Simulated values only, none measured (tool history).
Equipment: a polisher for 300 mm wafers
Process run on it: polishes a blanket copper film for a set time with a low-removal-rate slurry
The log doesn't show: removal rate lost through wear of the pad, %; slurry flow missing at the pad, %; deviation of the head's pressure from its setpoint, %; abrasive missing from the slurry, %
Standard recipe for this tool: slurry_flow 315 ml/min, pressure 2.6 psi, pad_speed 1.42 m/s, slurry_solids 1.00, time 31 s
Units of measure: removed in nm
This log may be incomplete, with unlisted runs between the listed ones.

run   hour  slurry_flow  pressure  pad_speed  slurry_solids  time  wafers since the last listed run  wafers polished on this pad  hours since the slurry nozzle was cleaned  hours since the head pressure was calibrated  hours since the slurry blender was calibrated  incoming thickness of the incoming film, nm  removed
  1    0.0          315       2.9       1.42           1.00    31                                 0                          849                                      668.1                                         275.1                                          113.3                                        602.5    136.1
  2   11.6          315       2.6       1.42           1.00    31                               155                         1004                                      679.7                                         286.7                                          124.9                                        600.8    123.0
      21.2  -- worn pad replaced by a new one
  3   21.7          315       2.6       1.42           1.00    31                                81                            7                                      689.8                                         296.8                                          135.0                                        597.0    123.5
  4   34.5          315       2.6       1.42           1.00    31                               171                          178                                      702.6                                         309.6                                          147.8                                        600.4    121.8
  5   43.0          315       2.6       1.42           1.00    31                               113                          292                                      711.1                                         318.1                                          156.3                                        599.1    123.3
  6   52.5          315       2.6       1.42           1.00    31                               127                          419                                      720.6                                         327.6                                          165.8                                        595.1    123.0
  7   63.2          315       2.6       1.42           1.00    31                               143                          562                                      731.3                                         338.3                                          176.5                                        590.0    122.0
  8   79.5          315       2.6       1.42           1.20    31                               218                          780                                      747.6                                         354.6                                          192.8                                        605.1    123.3
      86.2  -- head pressure recalibrated
  9   88.0          345       2.6       1.42           1.00    31                                87                          868                                      756.1                                           1.8                                          201.3                                        606.9    121.8
      96.0  -- worn pad replaced by a new one
 10   96.5          210       2.6       1.42           0.70    31                                60                            6                                      764.6                                          10.3                                          209.8                                        601.4    110.5
     107.4  -- slurry nozzle cleaned
     116.1  -- slurry blender recalibrated
 11  123.8          420       2.6       1.26           1.15    31                               325                          331                                       16.4                                          37.6                                            7.7                                        588.3    118.1
 12  140.2          315       2.6       1.80           0.75    31                               219                          551                                       32.8                                          54.0                                           24.1                                        604.6    153.3
 13  150.7          315       3.5       1.42           1.00    31                               140                          691                                       43.3                                          64.5                                           34.6                                        596.8    163.9
 14  166.8          315       2.6       1.42           1.00    31                               215                          907                                       59.4                                          80.6                                           50.7                                        601.6    124.1
 15  180.9          315       2.6       1.42           1.10    31                               188                         1096                                       73.5                                          94.7                                           64.8                                        602.4    125.5

Branching from run 15: 4 alternative next runs. What would each branch give?
  A  181.3          315       2.6       1.42           1.00    31                                 5                         1101                                       73.9                                          95.1                                           65.2                                        609.4        ?
  B  181.3          315       3.2       1.88           1.00    21                                 5                         1101                                       73.9                                          95.1                                           65.2                                        609.4        ?
  C  181.3          315       2.6       1.42           0.80    31                                 5                         1101                                       73.9                                          95.1                                           65.2                                        609.4        ?
  D  181.3          315       2.6       1.66           1.25    31                                 5                         1101                                       73.9                                          95.1                                           65.2                                        609.4        ?

run  removed
  A    126.2
  B    135.6
  C    122.7
  D    152.1
Stripped of hidden state, with their random variation kept, the same runs would have yielded:
run  removed
  A    127.1
  B    136.7
  C    123.6
  D    153.3

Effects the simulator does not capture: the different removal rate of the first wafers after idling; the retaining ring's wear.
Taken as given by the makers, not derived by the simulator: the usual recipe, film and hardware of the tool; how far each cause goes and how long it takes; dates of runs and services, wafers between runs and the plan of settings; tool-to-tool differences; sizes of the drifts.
